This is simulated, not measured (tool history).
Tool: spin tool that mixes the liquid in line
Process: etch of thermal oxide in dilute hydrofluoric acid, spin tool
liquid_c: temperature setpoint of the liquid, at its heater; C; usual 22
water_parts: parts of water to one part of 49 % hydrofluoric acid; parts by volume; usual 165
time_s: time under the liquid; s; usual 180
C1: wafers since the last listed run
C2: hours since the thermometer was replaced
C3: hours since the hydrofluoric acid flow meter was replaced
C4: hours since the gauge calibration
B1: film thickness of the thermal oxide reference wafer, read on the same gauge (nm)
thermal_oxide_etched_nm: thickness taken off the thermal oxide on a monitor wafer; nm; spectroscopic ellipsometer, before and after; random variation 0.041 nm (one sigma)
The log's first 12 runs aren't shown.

{"run": 13, "hour": 346.5, "liquid_c": 22, "water_parts": 165, "time_s": 180, "C1": 226, "C2": 48.4, "C3": 2044.9, "C4": 746.1, "B1": 39.988, "thermal_oxide_etched_nm": 5.102}
{"run": 14, "hour": 366.8, "liquid_c": 22, "water_parts": 165, "time_s": 225, "C1": 149, "C2": 68.7, "C3": 2065.2, "C4": 766.4, "B1": 39.999, "thermal_oxide_etched_nm": 6.405}
{"run": 15, "hour": 401.8, "liquid_c": 22, "water_parts": 165, "time_s": 225, "C1": 256, "C2": 103.7, "C3": 2100.2, "C4": 801.4, "B1": 39.993, "thermal_oxide_etched_nm": 6.234}
{"run": 16, "hour": 416.0, "liquid_c": 22, "water_parts": 165, "time_s": 225, "C1": 104, "C2": 117.9, "C3": 2114.4, "C4": 815.6, "B1": 40.004, "thermal_oxide_etched_nm": 6.241}
{"run": 17, "hour": 443.3, "liquid_c": 24.5, "water_parts": 165, "time_s": 275, "C1": 200, "C2": 145.2, "C3": 2141.7, "C4": 842.9, "B1": 40.007, "thermal_oxide_etched_nm": 8.458}
{"run": 18, "hour": 460.9, "liquid_c": 22, "water_parts": 165, "time_s": 180, "C1": 129, "C2": 162.8, "C3": 2159.3, "C4": 860.5, "B1": 40.005, "thermal_oxide_etched_nm": 5.032}
{"run": 19, "hour": 477.0, "liquid_c": 22, "water_parts": 130, "time_s": 130, "C1": 118, "C2": 178.9, "C3": 2175.4, "C4": 876.6, "B1": 39.992, "thermal_oxide_etched_nm": 4.686}
{"run": 20, "hour": 494.2, "liquid_c": 22, "water_parts": 165, "time_s": 180, "C1": 126, "C2": 196.1, "C3": 2192.6, "C4": 893.8, "B1": 39.992, "thermal_oxide_etched_nm": 4.971}
{"run": 21, "hour": 513.1, "liquid_c": 22, "water_parts": 165, "time_s": 180, "C1": 138, "C2": 215, "C3": 2211.5, "C4": 912.7, "B1": 40.009, "thermal_oxide_etched_nm": 5.138}
{"run": 22, "hour": 536.3, "liquid_c": 20, "water_parts": 165, "time_s": 265, "C1": 170, "C2": 238.2, "C3": 2234.7, "C4": 935.9, "B1": 39.991, "thermal_oxide_etched_nm": 6.797}
{"hour": 552.3, "done": "hydrofluoric acid flow meter replaced"}
{"run": 23, "hour": 552.9, "liquid_c": 22, "water_parts": 165, "time_s": 180, "C1": 114, "C2": 254.8, "C3": 0.6, "C4": 952.5, "B1": 39.995, "thermal_oxide_etched_nm": 4.411}
{"run": 24, "hour": 572.9, "liquid_c": 20, "water_parts": 125, "time_s": 115, "C1": 146, "C2": 274.8, "C3": 20.6, "C4": 972.5, "B1": 40, "thermal_oxide_etched_nm": 3.569}
{"run": 25, "hour": 586.9, "liquid_c": 18.5, "water_parts": 135, "time_s": 240, "C1": 102, "C2": 288.8, "C3": 34.6, "C4": 986.5, "B1": 39.998, "thermal_oxide_etched_nm": 6.429}
{"hour": 588.6, "done": "gauge calibrated"}
{"run": 26, "hour": 618.7, "liquid_c": 26.5, "water_parts": 165, "time_s": 150, "C1": 233, "C2": 320.6, "C3": 66.4, "C4": 30.1, "B1": 40.01, "thermal_oxide_etched_nm": 4.367}
{"run": 27, "hour": 636.7, "liquid_c": 22, "water_parts": 165, "time_s": 180, "C1": 132, "C2": 338.6, "C3": 84.4, "C4": 48.1, "B1": 40.016, "thermal_oxide_etched_nm": 4.395}
{"run": 28, "hour": 658.9, "liquid_c": 25.5, "water_parts": 125, "time_s": 95, "C1": 162, "C2": 360.8, "C3": 106.6, "C4": 70.3, "B1": 39.986, "thermal_oxide_etched_nm": 3.66}
{"run": 29, "hour": 672.4, "liquid_c": 18.5, "water_parts": 165, "time_s": 135, "C1": 99, "C2": 374.3, "C3": 120.1, "C4": 83.8, "B1": 39.987, "thermal_oxide_etched_nm": 2.849}
{"run": 30, "hour": 691.7, "liquid_c": 19.5, "water_parts": 165, "time_s": 235, "C1": 141, "C2": 393.6, "C3": 139.4, "C4": 103.1, "B1": 40, "thermal_oxide_etched_nm": 5.244}
{"run": 31, "hour": 718.0, "liquid_c": 22, "water_parts": 165, "time_s": 180, "C1": 193, "C2": 419.9, "C3": 165.7, "C4": 129.4, "B1": 39.996, "thermal_oxide_etched_nm": 4.368}
{"run": 32, "hour": 748.5, "liquid_c": 22, "water_parts": 165, "time_s": 180, "C1": 223, "C2": 450.4, "C3": 196.2, "C4": 159.9, "B1": 40.017, "thermal_oxide_etched_nm": 4.365}
{"run": 33, "hour": 763.8, "liquid_c": 19.5, "water_parts": 165, "time_s": 180, "C1": 112, "C2": 465.7, "C3": 211.5, "C4": 175.2, "B1": 39.998, "thermal_oxide_etched_nm": 3.979}
{"run": 34, "hour": 777.1, "liquid_c": 22, "water_parts": 165, "time_s": 180, "C1": 97, "C2": 479, "C3": 224.8, "C4": 188.5, "B1": 39.986, "thermal_oxide_etched_nm": 4.386}
{"run": 35, "hour": 799.5, "liquid_c": 20, "water_parts": 130, "time_s": 250, "C1": 164, "C2": 501.4, "C3": 247.2, "C4": 210.9, "B1": 40.005, "thermal_oxide_etched_nm": 7.476}

Forecast each of these 3 alternatives for the next run:
{"run": "A", "hour": 800.0, "liquid_c": 22, "water_parts": 125, "time_s": 180, "C1": 3, "C2": 501.9, "C3": 247.7, "C4": 211.4, "B1": "?", "thermal_oxide_etched_nm": "?"}
{"run": "B", "hour": 800.0, "liquid_c": 22, "water_parts": 100, "time_s": 180, "C1": 3, "C2": 501.9, "C3": 247.7, "C4": 211.4, "B1": "?", "thermal_oxide_etched_nm": "?"}
{"run": "C", "hour": 800.0, "liquid_c": 18.5, "water_parts": 220, "time_s": 180, "C1": 3, "C2": 501.9, "C3": 247.7, "C4": 211.4, "B1": "?", "thermal_oxide_etched_nm": "?"}

run=A B1=40.018 thermal_oxide_etched_nm=6.073
run=B B1=40.018 thermal_oxide_etched_nm=7.804
run=C B1=40.018 thermal_oxide_etched_nm=2.736
Without the tool's hidden state the same runs would have given:
run=A thermal_oxide_etched_nm=6.104
run=B thermal_oxide_etched_nm=7.853
run=C thermal_oxide_etched_nm=2.744

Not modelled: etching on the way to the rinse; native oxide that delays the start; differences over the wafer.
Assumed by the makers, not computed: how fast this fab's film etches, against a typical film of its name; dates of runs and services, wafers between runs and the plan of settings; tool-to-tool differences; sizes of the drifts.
